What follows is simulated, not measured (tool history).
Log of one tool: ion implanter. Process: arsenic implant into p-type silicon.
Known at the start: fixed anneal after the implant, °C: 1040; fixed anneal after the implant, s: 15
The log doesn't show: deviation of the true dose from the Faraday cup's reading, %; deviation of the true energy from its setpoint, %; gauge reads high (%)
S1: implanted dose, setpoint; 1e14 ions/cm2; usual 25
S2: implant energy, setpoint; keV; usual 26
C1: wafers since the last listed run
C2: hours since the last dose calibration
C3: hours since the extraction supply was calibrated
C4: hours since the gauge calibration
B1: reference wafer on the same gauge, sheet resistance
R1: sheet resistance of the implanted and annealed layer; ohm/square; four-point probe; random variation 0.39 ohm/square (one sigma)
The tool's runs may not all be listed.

Run 1, day 0: usual settings; C1 0; C2 757.3; C3 3576.4; C4 298.3; B1 83.58. Result: R1 71.84 ohm/square.
Run 2, day 0.675: usual settings; C1 196; C2 773.5; C3 3592.6; C4 314.5; B1 83.61. Result: R1 72.13 ohm/square.
Run 3, day 2.433: usual settings; C1 513; C2 815.7; C3 3634.8; C4 356.7; B1 83.78. Result: R1 72.21 ohm/square.
Run 4, day 3.817: usual settings but S1 19.4 1e14 ions/cm2, S2 32.5 keV; C1 403; C2 848.9; C3 3668; C4 389.9; B1 83.6. Result: R1 73.37 ohm/square.
Run 5, day 5.1: usual settings but S1 19.4 1e14 ions/cm2, S2 32.5 keV; C1 374; C2 879.7; C3 3698.8; C4 420.7; B1 83.57. Result: R1 73.09 ohm/square.
Run 6, day 5.608: usual settings but S1 19.4 1e14 ions/cm2, S2 32.5 keV; C1 148; C2 891.9; C3 3711; C4 432.9; B1 83.54. Result: R1 72.85 ohm/square.
Run 7, day 6.458: usual settings but S1 26.66 1e14 ions/cm2; C1 248; C2 912.3; C3 3731.4; C4 453.3; B1 83.65. Result: R1 71.27 ohm/square.
Run 8, day 10.058: usual settings; C1 1050; C2 998.7; C3 3817.8; C4 539.7; B1 83.61. Result: R1 71.41 ohm/square.
Run 9, day 10.971: usual settings; C1 266; C2 1020.6; C3 3839.7; C4 561.6; B1 83.62. Result: R1 72.44 ohm/square.
Run 10, day 12.2: usual settings but S1 20.05 1e14 ions/cm2, S2 20.5 keV; C1 358; C2 1050.1; C3 3869.2; C4 591.1; B1 83.53. Result: R1 82.46 ohm/square.
Run 11, day 13.021: usual settings but S2 31.5 keV; C1 239; C2 1069.8; C3 3888.9; C4 610.8; B1 83.49. Result: R1 67.71 ohm/square.
Run 12, day 16.521: usual settings but S2 21.5 keV; C1 1021; C2 1153.8; C3 3972.9; C4 694.8; B1 83.64. Result: R1 76.61 ohm/square.
Run 13, day 17.638: usual settings but S2 21.5 keV; C1 325; C2 1180.6; C3 3999.7; C4 721.6; B1 83.75. Result: R1 76.55 ohm/square.
Run 14, day 18.321: usual settings; C1 199; C2 1197; C3 4016.1; C4 738; B1 83.42. Result: R1 72.05 ohm/square.
Run 15, day 18.85: usual settings; C1 154; C2 1209.7; C3 4028.8; C4 750.7; B1 83.44. Result: R1 72.72 ohm/square.
Run 16, day 19.362: usual settings but S2 19 keV; C1 149; C2 1222; C3 4041.1; C4 763; B1 83.55. Result: R1 79.33 ohm/square.
At day 20.117: gauge calibrated.
Run 17, day 20.804: usual settings; C1 420; C2 1256.6; C3 4075.7; C4 16.5; B1 83.65. Result: R1 72.72 ohm/square.
Run 18, day 22.254: usual settings; C1 423; C2 1291.4; C3 4110.5; C4 51.3; B1 83.69. Result: R1 72.75 ohm/square.
Run 19, day 23.296: usual settings but S1 21.64 1e14 ions/cm2, S2 22 keV; C1 303; C2 1316.4; C3 4135.5; C4 76.3; B1 83.5. Result: R1 79.55 ohm/square.
Run 20, day 26.167: usual settings; C1 837; C2 1385.3; C3 4204.4; C4 145.2; B1 83.68. Result: R1 71.32 ohm/square.
Run 21, day 27.425: usual settings but S1 19.72 1e14 ions/cm2, S2 32 keV; C1 367; C2 1415.5; C3 4234.6; C4 175.4; B1 83.58. Result: R1 72.16 ohm/square.
Run 22, day 28.467: usual settings but S1 29.22 1e14 ions/cm2, S2 32 keV; C1 303; C2 1440.5; C3 4259.6; C4 200.4; B1 83.55. Result: R1 65.2 ohm/square.
At day 29.846: extraction supply calibrated.
Run 23, day 29.917: usual settings; C1 325; C2 1475.3; C3 1.7; C4 235.2; B1 83.65. Result: R1 73.2 ohm/square.
Run 24, day 31.217: usual settings; C1 379; C2 1506.5; C3 32.9; C4 266.4; B1 83.55. Result: R1 72.81 ohm/square.
Run 25, day 31.742: usual settings but S1 19.4 1e14 ions/cm2, S2 32.5 keV; C1 153; C2 1519.1; C3 45.5; C4 279; B1 83.62. Result: R1 72.88 ohm/square.
At day 32.604: Faraday cup replaced and dose calibrated.
Run 26, day 33.121: usual settings but S1 32.1 1e14 ions/cm2, S2 34 keV; C1 305; C2 12.4; C3 78.6; C4 312.1; B1 83.49. Result: R1 61.39 ohm/square.
Run 27, day 34.329: usual settings but S1 20.21 1e14 ions/cm2, S2 17.5 keV; C1 352; C2 41.4; C3 107.6; C4 341.1; B1 83.62. Result: R1 84.2 ohm/square.
Run 28, day 35.558: usual settings but S1 17.93 1e14 ions/cm2, S2 33.5 keV; C1 358; C2 70.9; C3 137.1; C4 370.6; B1 83.57. Result: R1 74.32 ohm/square.
Run 29, day 36.138: usual settings but S1 30.57 1e14 ions/cm2; C1 168; C2 84.8; C3 151; C4 384.5; B1 83.65. Result: R1 68.86 ohm/square.
Run 30, day 37.279: usual settings but S1 29.62 1e14 ions/cm2, S2 31.5 keV; C1 333; C2 112.2; C3 178.4; C4 411.9; B1 83.57. Result: R1 65.06 ohm/square.
Run 31, day 38.608: usual settings but S1 22.24 1e14 ions/cm2, S2 34.5 keV; C1 387; C2 144.1; C3 210.3; C4 443.8; B1 83.57. Result: R1 68.23 ohm/square.
Run 32, day 39.942: usual settings; C1 389; C2 176.1; C3 242.3; C4 475.8; B1 83.63. Result: R1 72.17 ohm/square.
Run 33, day 40.704: usual settings; C1 222; C2 194.4; C3 260.6; C4 494.1; B1 83.77. Result: R1 71.68 ohm/square.
Run 34, day 42.088: usual settings but S2 17.5 keV; C1 403; C2 227.6; C3 293.8; C4 527.3; B1 83.53. Result: R1 80.7 ohm/square.
Run 35, day 43.254: usual settings but S1 20.05 1e14 ions/cm2, S2 20.5 keV; C1 340; C2 255.6; C3 321.8; C4 555.3; B1 83.64. Result: R1 81.85 ohm/square.
Run 36, day 43.812: usual settings but S1 17.66 1e14 ions/cm2, S2 21 keV; C1 162; C2 269; C3 335.2; C4 568.7; B1 83.64. Result: R1 85.67 ohm/square.
Run 37, day 44.65: usual settings; C1 244; C2 289.1; C3 355.3; C4 588.8; B1 83.58. Result: R1 72.1 ohm/square.
Run 38, day 45.821: usual settings but S1 23.1 1e14 ions/cm2, S2 30.5 keV; C1 341; C2 317.2; C3 383.4; C4 616.9; B1 83.67. Result: R1 69.72 ohm/square.

How the hidden state differs across the entries between the runs, from the last listed run before each to the first after it:
Between runs 16 and 17: gauge calibrated (day 20.117)
  no hidden state differs between the two runs
Between runs 22 and 23: extraction supply calibrated (day 29.846)
  no hidden state differs between the two runs
Between runs 25 and 26: Faraday cup replaced and dose calibrated (day 32.604)
  no hidden state differs between the two runs

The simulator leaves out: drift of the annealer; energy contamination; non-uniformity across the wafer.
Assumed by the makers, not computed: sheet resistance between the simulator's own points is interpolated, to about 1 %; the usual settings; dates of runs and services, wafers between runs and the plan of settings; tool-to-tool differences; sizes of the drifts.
